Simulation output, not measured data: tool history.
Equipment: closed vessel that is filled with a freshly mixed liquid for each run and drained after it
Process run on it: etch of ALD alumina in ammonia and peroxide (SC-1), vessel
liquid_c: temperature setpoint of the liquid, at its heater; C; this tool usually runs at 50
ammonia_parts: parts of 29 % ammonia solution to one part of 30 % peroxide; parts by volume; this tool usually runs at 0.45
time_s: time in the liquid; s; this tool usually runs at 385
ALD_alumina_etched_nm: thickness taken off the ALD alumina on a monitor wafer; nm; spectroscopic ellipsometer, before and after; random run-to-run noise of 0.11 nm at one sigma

run	day	liquid_c	ammonia_parts	time_s	read-back film thickness of the ALD alumina reference wafer, read on the same gauge (nm)	ALD_alumina_etched_nm
1	0	55	0.45	385	150.02	24.16
2	0.733	50	0.4	385	150	18.15
3	1.354	50	0.35	385	149.97	17.99
4	2.404	50	0.35	385	150.01	18.03
# day 2.979: new drum of ammonia solution connected
5	3.896	50	0.45	385	150.01	18.35
# day 7.079: thermometer replaced
6	7.883	50	0.45	385	150	16.5
7	8.933	50	0.45	385	149.99	16.36
8	10.212	55	0.45	275	150	15.36
9	11.262	58	0.6	310	150	20.65
10	12.462	50	0.45	385	149.99	16.49
11	13.338	50	0.45	385	149.99	16.61
12	14.208	47	0.55	385	149.98	14.04
# day 14.729: ammonia flow meter replaced
13	15.379	41.5	0.45	385	150.01	10.11
14	16.212	53.5	0.45	385	149.99	19.89
15	17.579	50	0.45	385	149.98	16.52
16	18.521	44.5	0.35	595	149.99	18.26
17	19.488	50	0.45	385	149.99	16.58
# day 21.108: new drum of ammonia solution connected
18	21.65	50	0.45	385	150	16.78
# day 25.346: gauge calibrated
19	26.054	55	0.4	305	150.01	17.01
20	26.954	55	0.3	175	150.01	9.65
21	27.575	45	0.35	180	150	5.81
22	28.383	53	0.65	450	150.02	23.89
23	29.6	50	0.45	385	150	16.83
24	30.725	52.5	0.6	240	150	12.27
25	31.742	41.5	0.35	445	149.99	11.79
26	32.35	50	0.45	280	150	12.22
27	36.721	50	0.4	385	150.02	16.64
28	37.288	50	0.45	385	150.02	17.21

Alternative continuations, all from the tool just after run 28; predict every row:
A	37.321	50	0.45	385	?	?
B	37.321	44	0.35	460	?	?
C	37.321	50	0.45	270	?	?
D	37.321	43.5	0.45	500	?	?
E	37.321	50	0.3	275	?	?

run	read-back film thickness of the ALD alumina reference wafer, read on the same gauge (nm)	ALD_alumina_etched_nm
A	149.99	17.05
B	149.99	14.23
C	149.99	11.96
D	149.99	15.39
E	149.99	11.72
Stripped of hidden state, with their random variation kept, the same runs would have yielded:
run	ALD_alumina_etched_nm
A	16.34
B	13.61
C	11.46
D	14.72
E	11.23

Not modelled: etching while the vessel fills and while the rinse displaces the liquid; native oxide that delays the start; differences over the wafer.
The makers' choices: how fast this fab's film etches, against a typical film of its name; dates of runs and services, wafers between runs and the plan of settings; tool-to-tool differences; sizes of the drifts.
